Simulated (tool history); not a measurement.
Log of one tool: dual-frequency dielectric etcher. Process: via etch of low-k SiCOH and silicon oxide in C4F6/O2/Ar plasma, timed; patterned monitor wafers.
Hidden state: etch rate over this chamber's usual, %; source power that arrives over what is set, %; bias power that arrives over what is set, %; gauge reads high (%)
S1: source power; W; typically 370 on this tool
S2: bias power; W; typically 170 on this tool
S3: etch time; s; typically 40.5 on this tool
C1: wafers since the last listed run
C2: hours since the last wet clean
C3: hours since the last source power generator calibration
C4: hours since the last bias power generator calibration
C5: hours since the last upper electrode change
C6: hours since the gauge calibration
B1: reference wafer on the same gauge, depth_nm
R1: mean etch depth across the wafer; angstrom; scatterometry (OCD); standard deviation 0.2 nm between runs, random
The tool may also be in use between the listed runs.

run,hour,S1,S2,S3,C1,C2,C3,C4,C5,C6,B1,R1
1,0.0,440,170,33.5,0,394.2,4131.8,2878.3,5279.8,211.1,102.5,816
2,31.0,440,170,33.5,371,425.2,4162.8,2909.3,5310.8,242.1,102.5,816
3,62.4,440,170,33.5,375,456.6,4194.2,2940.7,5342.2,273.5,102.5,817
4,94.5,370,170,45.5,384,488.7,4226.3,2972.8,5374.3,305.6,102.5,1022
5,122.0,370,170,45.5,329,516.2,4253.8,3000.3,5401.8,333.1,102.5,1020
# hour 138.1: bias power generator calibrated
# hour 167.8: wet clean of the chamber
6,168.3,370,170,45.5,219,0.5,4300.1,30.2,5448.1,379.4,102.5,998
7,170.2,370,170,34.0,22,2.4,4302.0,32.1,5450.0,381.3,102.5,743
# hour 195.9: upper electrode replaced
8,199.0,420,196,32.0,57,31.2,4330.8,60.9,3.1,410.1,102.4,774
# hour 206.4: gauge calibrated
9,212.4,420,196,32.0,160,44.6,4344.2,74.3,16.5,6.0,102.5,776
10,239.7,290,211,46.0,326,71.9,4371.5,101.6,43.8,33.3,102.5,935
# hour 267.7: source power generator calibrated
11,274.1,370,170,29.0,363,106.3,6.4,136.0,78.2,67.7,102.5,639
12,304.8,400,187,34.5,367,137.0,37.1,166.7,108.9,98.4,102.6,806
13,333.8,370,170,29.0,347,166.0,66.1,195.7,137.9,127.4,102.5,639
14,352.4,370,170,32.5,222,184.6,84.7,214.3,156.5,146.0,102.5,717

Branching from run 14: 3 alternative next runs. What would each branch give?
A,352.8,370,170,40.5,4,185.0,85.1,214.7,156.9,146.4,?,?
B,352.8,370,152,40.5,4,185.0,85.1,214.7,156.9,146.4,?,?
C,352.8,400,200,52.0,4,185.0,85.1,214.7,156.9,146.4,?,?

run,B1,R1
A,102.5,896
B,102.5,874
C,102.5,1242
The same runs, with their run-to-run variation unchanged, on a tool lacking any hidden condition would have given:
run,R1
A,892
B,870
C,1236

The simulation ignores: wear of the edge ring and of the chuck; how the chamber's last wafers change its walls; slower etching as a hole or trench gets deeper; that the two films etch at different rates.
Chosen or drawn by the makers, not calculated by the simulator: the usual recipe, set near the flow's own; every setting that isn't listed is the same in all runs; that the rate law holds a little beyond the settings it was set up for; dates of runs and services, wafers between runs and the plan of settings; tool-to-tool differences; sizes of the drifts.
